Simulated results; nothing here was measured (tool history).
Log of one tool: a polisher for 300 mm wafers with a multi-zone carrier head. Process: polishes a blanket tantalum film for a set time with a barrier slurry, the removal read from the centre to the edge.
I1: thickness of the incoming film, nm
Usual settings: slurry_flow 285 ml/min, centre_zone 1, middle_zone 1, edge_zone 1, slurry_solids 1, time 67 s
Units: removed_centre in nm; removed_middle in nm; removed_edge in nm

{"run": 1, "hour": 0.0, "slurry_flow": 285, "centre_zone": 1, "middle_zone": 1, "edge_zone": 1, "slurry_solids": 1, "time": 67, "I1": 260.3, "removed_centre": 95, "removed_middle": 96.5, "removed_edge": 100.5}
{"run": 2, "hour": 16.3, "slurry_flow": 285, "centre_zone": 1, "middle_zone": 1, "edge_zone": 1, "slurry_solids": 1, "time": 67, "I1": 263.4, "removed_centre": 94.4, "removed_middle": 99.7, "removed_edge": 99.4}
{"run": 3, "hour": 30.0, "slurry_flow": 285, "centre_zone": 1, "middle_zone": 1, "edge_zone": 1, "slurry_solids": 1, "time": 67, "I1": 260.8, "removed_centre": 94.9, "removed_middle": 97.3, "removed_edge": 99.4}
{"run": 4, "hour": 42.5, "slurry_flow": 285, "centre_zone": 1, "middle_zone": 1, "edge_zone": 1, "slurry_solids": 1, "time": 67, "I1": 262.6, "removed_centre": 93.9, "removed_middle": 97.4, "removed_edge": 98.6}
{"run": 5, "hour": 49.2, "slurry_flow": 285, "centre_zone": 1, "middle_zone": 1, "edge_zone": 1, "slurry_solids": 1, "time": 67, "I1": 256.5, "removed_centre": 94.7, "removed_middle": 97.2, "removed_edge": 99}
{"run": 6, "hour": 64.1, "slurry_flow": 285, "centre_zone": 1, "middle_zone": 0.94, "edge_zone": 1, "slurry_solids": 1, "time": 72, "I1": 259.6, "removed_centre": 100.9, "removed_middle": 100.5, "removed_edge": 107}
{"run": 7, "hour": 74.2, "slurry_flow": 285, "centre_zone": 1, "middle_zone": 0.94, "edge_zone": 1, "slurry_solids": 1, "time": 72, "I1": 260.4, "removed_centre": 99.2, "removed_middle": 98.5, "removed_edge": 105.3}
{"run": 8, "hour": 87.4, "slurry_flow": 285, "centre_zone": 1.09, "middle_zone": 1, "edge_zone": 1, "slurry_solids": 1, "time": 67, "I1": 259.5, "removed_centre": 100.4, "removed_middle": 96.9, "removed_edge": 98.3}
{"run": 9, "hour": 91.7, "slurry_flow": 285, "centre_zone": 1, "middle_zone": 1, "edge_zone": 1, "slurry_solids": 1, "time": 67, "I1": 256.8, "removed_centre": 94.2, "removed_middle": 95.6, "removed_edge": 98}
{"run": 10, "hour": 105.7, "slurry_flow": 285, "centre_zone": 0.92, "middle_zone": 1, "edge_zone": 1, "slurry_solids": 1, "time": 67, "I1": 258.3, "removed_centre": 90.8, "removed_middle": 97.7, "removed_edge": 101.9}
{"run": 11, "hour": 113.0, "slurry_flow": 375, "centre_zone": 1.11, "middle_zone": 1, "edge_zone": 1, "slurry_solids": 0.8, "time": 89, "I1": 260, "removed_centre": 133, "removed_middle": 121.8, "removed_edge": 123.3}
{"run": 12, "hour": 145.6, "slurry_flow": 285, "centre_zone": 1, "middle_zone": 1, "edge_zone": 1, "slurry_solids": 1, "time": 85, "I1": 259.1, "removed_centre": 124.3, "removed_middle": 126.9, "removed_edge": 126.7}
{"run": 13, "hour": 164.7, "slurry_flow": 285, "centre_zone": 1, "middle_zone": 1, "edge_zone": 0.96, "slurry_solids": 1, "time": 74, "I1": 260.7, "removed_centre": 108.6, "removed_middle": 112.1, "removed_edge": 110.7}
{"run": 14, "hour": 178.6, "slurry_flow": 285, "centre_zone": 1, "middle_zone": 1, "edge_zone": 1.06, "slurry_solids": 0.7, "time": 67, "I1": 263.1, "removed_centre": 80.7, "removed_middle": 84.1, "removed_edge": 87.5}
{"run": 15, "hour": 190.3, "slurry_flow": 285, "centre_zone": 1, "middle_zone": 1, "edge_zone": 1, "slurry_solids": 1, "time": 67, "I1": 257.9, "removed_centre": 96.6, "removed_middle": 99.4, "removed_edge": 101.3}
{"run": 16, "hour": 202.3, "slurry_flow": 285, "centre_zone": 0.94, "middle_zone": 1, "edge_zone": 0.9, "slurry_solids": 1.25, "time": 60, "I1": 258, "removed_centre": 88.7, "removed_middle": 95.4, "removed_edge": 92.7}
{"run": 17, "hour": 227.3, "slurry_flow": 285, "centre_zone": 1, "middle_zone": 1, "edge_zone": 1, "slurry_solids": 1, "time": 67, "I1": 258.9, "removed_centre": 97.5, "removed_middle": 99.8, "removed_edge": 102.3}
{"run": 18, "hour": 236.6, "slurry_flow": 285, "centre_zone": 1.1, "middle_zone": 0.96, "edge_zone": 1, "slurry_solids": 0.75, "time": 74, "I1": 259.9, "removed_centre": 101.4, "removed_middle": 91.3, "removed_edge": 99.2}

Taken out of this log: 6 entries between the listed runs. Where each belongs, and how the hidden state differs across it:
Between runs 7 and 8: worn pad replaced by a new one (hour 86.9)
  slurry flow missing at the pad, %: 29.9 -> 31.4
  measured less the result without the state, removed_centre: -5.2 -> -5.5 nm; removed_middle: -4.5 -> -4.8 nm; removed_edge: -3.6 -> -3.7 nm
Between runs 9 and 10: slurry nozzle cleaned (hour 97.9); carrier head's membrane replaced by a new one (hour 100)
  slurry flow missing at the pad, %: 31.8 -> 7.48
  measured less the result without the state, removed_centre: -5.3 -> -0.9 nm; removed_middle: -4.8 -> -0.8 nm; removed_edge: -3.7 -> -0.6 nm
Between runs 12 and 13: centre zone pressure recalibrated (hour 164.2)
  slurry flow missing at the pad, %: 7.7 -> 7.92
  measured less the result without the state, removed_centre: -1.2 -> -1.1 nm; removed_middle: -1.1 -> -1.1 nm; removed_edge: -0.8 -> -0.7 nm
Between runs 14 and 15: edge zone pressure recalibrated (hour 188.2)
  slurry flow missing at the pad, %: 8.12 -> 8.32
  measured less the result without the state, removed_centre: -0.9 -> -1 nm; removed_middle: -0.7 -> -1 nm; removed_edge: -0.6 -> -0.8 nm
Between runs 15 and 16: worn pad replaced by a new one (hour 196.9)
  slurry flow missing at the pad, %: 8.32 -> 8.56
  measured less the result without the state, removed_centre: -1 -> -1 nm; removed_middle: -1 -> -0.9 nm; removed_edge: -0.8 -> -0.6 nm
